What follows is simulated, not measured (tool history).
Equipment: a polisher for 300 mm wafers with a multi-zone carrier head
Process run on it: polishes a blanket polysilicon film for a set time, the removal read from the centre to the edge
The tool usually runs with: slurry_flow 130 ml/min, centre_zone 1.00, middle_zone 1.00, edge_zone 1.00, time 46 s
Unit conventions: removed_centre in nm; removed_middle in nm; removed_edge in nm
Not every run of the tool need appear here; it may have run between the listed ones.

run	day	slurry_flow	centre_zone	middle_zone	edge_zone	time	incoming thickness of the incoming film, nm	removed_centre	removed_middle	removed_edge
1	0.000	100	1.00	1.00	1.00	46	1489.6	184.0	182.0	194.2
2	0.925	100	1.00	1.00	1.00	46	1501.3	181.3	184.3	187.9
3	5.150	130	1.00	1.00	1.00	46	1507.7	218.1	209.2	214.4
4	6.300	130	1.00	1.00	1.00	46	1484.3	215.2	213.7	212.0
5	10.267	130	1.00	0.91	1.00	46	1505.5	216.4	191.9	207.4
6	11.025	130	1.00	1.00	1.00	46	1505.6	216.6	208.5	212.8
7	12.392	90	1.03	1.04	1.00	57	1506.7	226.4	234.3	241.7
8	13.579	130	1.00	1.00	0.96	34	1475.4	150.0	153.0	151.6
9	14.462	130	1.00	1.00	1.00	46	1494.1	201.9	205.1	210.2
10	18.029	95	0.95	1.00	1.07	55	1510.9	199.6	218.9	237.4
11	18.829	105	0.89	0.92	0.92	46	1498.8	163.4	178.6	189.3
12	19.438	130	1.09	1.00	1.00	58	1500.1	273.8	253.1	255.8
13	20.025	130	1.00	1.00	1.00	46	1494.9	197.9	203.9	203.3
14	21.379	130	1.00	1.00	1.00	46	1481.4	195.5	202.7	202.6
15	22.875	130	1.00	1.00	1.00	46	1501.5	214.9	215.3	212.6
16	24.096	130	1.00	0.89	1.00	46	1487.9	211.6	193.6	213.3
17	25.129	130	1.00	1.00	1.00	46	1499.3	212.7	214.7	211.5
18	26.283	130	1.00	1.00	1.00	46	1487.6	212.3	215.6	216.9
19	26.979	160	1.00	1.00	1.00	46	1482.2	224.8	223.4	216.5
20	27.550	130	1.00	1.12	1.00	55	1499.1	254.6	275.9	254.8
21	28.242	130	1.00	0.94	1.06	37	1474.1	171.8	162.9	176.2

Not shown: 8 entries that the log had between the listed runs. Between which runs, and how does the tool's hidden state differ before and after?
Runs 2 to 3: slurry nozzle cleaned (day 1.062); carrier head's membrane replaced by a new one (day 2.725)
  slurry flow missing at the pad, %: 23.7 -> 4.4; deviation of the centre zone's pressure from its setpoint, %: 4.14 -> 4.75
  measured less the result without the state, removed_centre: -13.1 -> +7.4 nm; removed_middle: -18.4 -> -2.3 nm; removed_edge: -12.0 -> -1.6 nm
Runs 4 to 5: worn pad replaced by a new one (day 7.350)
  slurry flow missing at the pad, %: 4.88 -> 7.44; deviation of the centre zone's pressure from its setpoint, %: 4.91 -> 5.49
  measured less the result without the state, removed_centre: +7.4 -> +6.9 nm; removed_middle: -2.6 -> -3.7 nm; removed_edge: -1.8 -> -2.7 nm
Runs 6 to 7: centre zone pressure recalibrated (day 11.867)
  slurry flow missing at the pad, %: 8.09 -> 9.39; deviation of the centre zone's pressure from its setpoint, %: 5.6 -> -0.75
  measured less the result without the state, removed_centre: +6.7 -> -11.3 nm; removed_middle: -4.4 -> -8.3 nm; removed_edge: -3.1 -> -5.6 nm
Runs 9 to 10: edge zone pressure recalibrated (day 14.950); worn pad replaced by a new one (day 17.312)
  slurry flow missing at the pad, %: 11.7 -> 16.5; deviation of the centre zone's pressure from its setpoint, %: -0.451 -> 0.064
  measured less the result without the state, removed_centre: -8.2 -> -15.3 nm; removed_middle: -6.5 -> -14.3 nm; removed_edge: -4.5 -> -10.1 nm
Runs 14 to 15: slurry nozzle cleaned (day 21.979)
  slurry flow missing at the pad, %: 22.1 -> 1.2; deviation of the centre zone's pressure from its setpoint, %: 0.548 -> 0.763
  measured less the result without the state, removed_centre: -14.3 -> +0.9 nm; removed_middle: -14.0 -> -0.6 nm; removed_edge: -9.6 -> -0.4 nm
Runs 17 to 18: worn pad replaced by a new one (day 26.262)
  slurry flow missing at the pad, %: 1.61 -> 1.99; deviation of the centre zone's pressure from its setpoint, %: 1.09 -> 1.26
  measured less the result without the state, removed_centre: +1.4 -> +1.5 nm; removed_middle: -0.8 -> -1.1 nm; removed_edge: -0.6 -> -0.7 nm
